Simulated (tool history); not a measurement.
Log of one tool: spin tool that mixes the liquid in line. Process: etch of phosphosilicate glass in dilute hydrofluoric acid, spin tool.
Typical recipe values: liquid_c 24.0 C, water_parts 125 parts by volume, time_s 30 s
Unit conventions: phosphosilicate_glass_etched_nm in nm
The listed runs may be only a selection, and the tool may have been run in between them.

run	day	liquid_c	water_parts	time_s	read-back film thickness of the phosphosilicate glass reference wafer, read on the same gauge (nm)	phosphosilicate_glass_etched_nm
1	0.000	24.0	125	30	150.01	32.33
2	1.408	24.0	125	30	149.98	32.26
3	2.371	25.0	125	30	150.02	33.70
4	3.671	25.0	125	30	150.00	33.51
5	4.475	24.0	125	30	150.04	32.40
6	8.404	24.0	125	30	149.98	32.47
7	9.779	24.0	125	30	149.99	32.49
8	10.521	24.0	155	30	150.02	24.89
9	11.121	24.0	125	30	150.00	32.14
10	12.579	24.0	125	30	149.99	32.44
11	13.421	24.0	125	30	149.99	32.44
12	14.588	24.0	125	30	150.00	32.19
13	15.975	24.0	125	30	150.00	32.11
14	16.579	24.0	125	30	149.98	32.35
15	17.717	20.0	125	30	150.00	27.59
16	18.475	20.0	125	30	150.00	27.72
17	19.938	24.0	125	30	150.00	32.31
18	21.175	26.5	90	35	150.00	60.21
19	22.271	24.0	125	30	150.01	32.17
20	22.992	24.0	125	45	150.00	48.22
21	23.833	26.5	175	30	150.01	23.85
22	24.592	24.0	125	30	150.00	32.41
23	26.071	25.5	150	30	150.02	27.87
24	27.483	20.5	170	25	149.97	16.28
25	28.279	21.0	125	30	149.97	28.79
26	31.450	24.0	165	45	149.97	34.83
27	32.475	22.0	170	30	150.02	20.77
28	33.404	20.0	125	40	150.00	37.13
29	34.150	19.5	125	45	150.02	40.70
30	35.438	20.5	125	30	150.01	28.14
31	36.204	28.0	165	25	150.02	22.60
32	36.729	24.0	125	30	150.00	32.36
33	38.033	24.0	160	40	150.01	32.03
34	39.388	24.0	70	30	149.97	61.70

The log once held 3 entries between its listed runs, left out of this copy. Where does each go, and what is different about the tool's unlogged condition between the listed run before it and the listed run after it?
Run 11 -> run 12: hydrofluoric acid flow meter replaced (day 13.979)
  both runs share identical hidden conditions
Run 23 -> run 24: thermometer replaced (day 26.688)
  both runs share identical hidden conditions
Run 25 -> run 26: gauge calibrated (day 30.758)
  both runs share identical hidden conditions

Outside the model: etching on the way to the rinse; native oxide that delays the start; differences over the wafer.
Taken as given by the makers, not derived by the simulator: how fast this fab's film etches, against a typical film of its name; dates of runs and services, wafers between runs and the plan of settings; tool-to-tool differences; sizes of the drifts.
